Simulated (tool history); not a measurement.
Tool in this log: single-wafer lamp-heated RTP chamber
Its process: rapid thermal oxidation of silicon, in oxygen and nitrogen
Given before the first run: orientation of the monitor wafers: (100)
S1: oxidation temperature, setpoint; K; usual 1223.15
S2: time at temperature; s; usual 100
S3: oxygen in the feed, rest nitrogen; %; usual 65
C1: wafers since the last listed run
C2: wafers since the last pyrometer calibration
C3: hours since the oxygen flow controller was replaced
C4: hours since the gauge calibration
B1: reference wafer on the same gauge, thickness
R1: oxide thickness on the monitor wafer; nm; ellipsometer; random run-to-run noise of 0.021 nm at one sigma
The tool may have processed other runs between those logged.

run	day	S1	S2	S3	C1	C2	C3	C4	B1	R1
1	0	1223.15	126	65	0	1182	4155.3	251.6	4.475	5.221
2	2.912	1223.15	126	65	722	1905	4225.2	321.5	4.476	5.253
3	5.146	1223.15	100	79	554	2459	4278.8	375.1	4.477	5.098
4	7.329	1223.15	100	79	541	3001	4331.2	427.5	4.481	5.103
5	9.679	1223.15	100	79	582	3584	4387.6	483.9	4.478	5.146
# day 11.233: pyrometer window cleaned and pyrometer calibrated
6	12.45	1223.15	100	65	604	301	4454.1	550.4	4.482	4.572
7	15.446	1223.15	100	65	743	1045	4526	622.3	4.478	4.672
# day 17.925: oxygen flow controller replaced
8	18.412	1223.15	100	50	653	1698	11.7	693.5	4.477	4.384
# day 19.388: gauge calibrated
9	20.7	1206.15	126	52	567	2265	66.6	31.5	4.486	4.368
10	23.088	1223.15	55	65	592	2858	123.9	88.8	4.477	3.783
11	24.538	1242.15	85	51	359	3217	158.7	123.6	4.476	4.749
12	26.379	1247.15	127	75	456	3674	202.9	167.8	4.481	6.745
# day 27.338: pyrometer window cleaned and pyrometer calibrated
13	29.062	1223.15	100	65	582	428	267.3	232.2	4.484	4.613
14	30.875	1215.15	58	94	449	877	310.8	275.7	4.478	4
15	33.462	1195.15	148	37	641	1519	372.9	337.8	4.478	3.872
16	34.862	1246.15	79	83	347	1867	406.5	371.4	4.483	5.52

Forecast each of these 5 alternatives for the next run:
A	34.883	1223.15	100	65	5	1872	407	371.9	?	?
B	34.883	1206.15	63	87	5	1872	407	371.9	?	?
C	34.883	1210.15	77	65	5	1872	407	371.9	?	?
D	34.883	1244.15	116	56	5	1872	407	371.9	?	?
E	34.883	1223.15	100	83	5	1872	407	371.9	?	?

run	B1	R1
A	4.483	4.761
B	4.483	3.836
C	4.483	3.912
D	4.483	5.636
E	4.483	5.158
The same runs, with their run-to-run variation unchanged, on a tool lacking any hidden condition would have given:
run	R1
A	4.519
B	3.658
C	3.732
D	5.343
E	4.887
